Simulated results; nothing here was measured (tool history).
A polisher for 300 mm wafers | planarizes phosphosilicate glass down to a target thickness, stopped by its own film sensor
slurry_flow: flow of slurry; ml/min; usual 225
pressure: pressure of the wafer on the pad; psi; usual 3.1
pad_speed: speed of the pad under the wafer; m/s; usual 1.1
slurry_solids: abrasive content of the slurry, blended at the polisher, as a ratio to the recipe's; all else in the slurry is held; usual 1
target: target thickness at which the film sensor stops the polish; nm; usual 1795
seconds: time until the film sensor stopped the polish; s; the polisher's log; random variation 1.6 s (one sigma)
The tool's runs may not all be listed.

run,day,slurry_flow,pressure,pad_speed,slurry_solids,target,"incoming thickness of the incoming film, nm",seconds
1,0,225,3.1,1.1,1,1795,2395.9,93.6
2,1.754,225,3.1,1.1,1,1795,2365.4,92.4
3,3.812,225,2.2,0.74,0.75,1955,2389.3,152
# day 5.054: conditioning disc replaced and pad reconditioned
# day 5.296: slurry nozzle cleaned
4,5.458,225,3.1,1.1,0.85,1795,2382.3,103.6
# day 5.671: worn pad replaced by a new one, repeated, since the last time left the tool worse
# day 7.992: head pressure recalibrated
5,8.012,225,3.6,1.1,1.3,1795,2366,60.1
6,9.825,225,4,1.3,1,1795,2341.6,50.6
# day 11.396: slurry blender recalibrated
7,12.504,255,3.7,1.24,1,1795,2396.8,62.5
8,14.462,200,2.7,0.88,1.2,1795,2395.2,107.5
9,15.604,225,4.1,0.96,1,1795,2370.5,67.3
10,18.275,225,2.5,1.1,1,1795,2399.5,101.3
# day 20.392: slurry nozzle cleaned
11,20.479,260,3.1,1.26,1,1795,2392.8,75.6
12,21.588,225,3.1,0.92,1,1795,2377.7,93.7
# day 24.229: worn pad replaced by a new one
13,24.325,225,3.5,1.1,1,1706,2351.1,77.8
# day 26.025: slurry blender recalibrated
14,26.596,225,3.1,1.1,1,1795,2365.3,76.5
# day 28.729: conditioning disc replaced and pad reconditioned
15,28.75,300,3.1,1.1,1.2,1795,2373.1,74.1
16,31.129,225,3.1,0.88,1.15,1912,2387.6,72.6
17,32.312,175,3.1,1.1,1,1890,2388.1,69.7
18,34.104,170,3.1,0.92,1,1795,2355.5,89.7
19,36.688,225,3.1,0.96,1,1795,2380.2,95
# day 38.092: head pressure recalibrated
20,38.375,285,3.1,0.96,1.25,1597,2360.7,113.5
# day 39.267: slurry nozzle cleaned
21,40.05,225,2.6,1.1,0.75,1795,2364,106.8
22,41.421,225,2.5,1.1,1,1795,2399.4,103.7
# day 42.9: worn pad replaced by a new one
23,44.117,225,3.1,1.1,1,1795,2385.2,78.6
# day 44.917: slurry blender recalibrated
24,46.746,225,3.5,1.1,1.15,1795,2340.4,62.3

Forecast each of these 5 alternatives for the next run:
A,46.767,225,3.1,1.1,1,1795,2348.5,?
B,46.767,225,3.1,1.1,1,1606,2348.5,?
C,46.767,290,3.1,1.1,0.9,1795,2348.5,?
D,46.767,225,2.3,1.42,1.15,1795,2348.5,?
E,46.767,200,3.1,1.1,0.7,1795,2348.5,?

run,seconds
A,75.9
B,101.8
C,77.7
D,76.6
E,89.5
Without the tool's hidden state the same runs would have given:
run,seconds
A,74.7
B,100.3
C,76.5
D,75.5
E,88.2
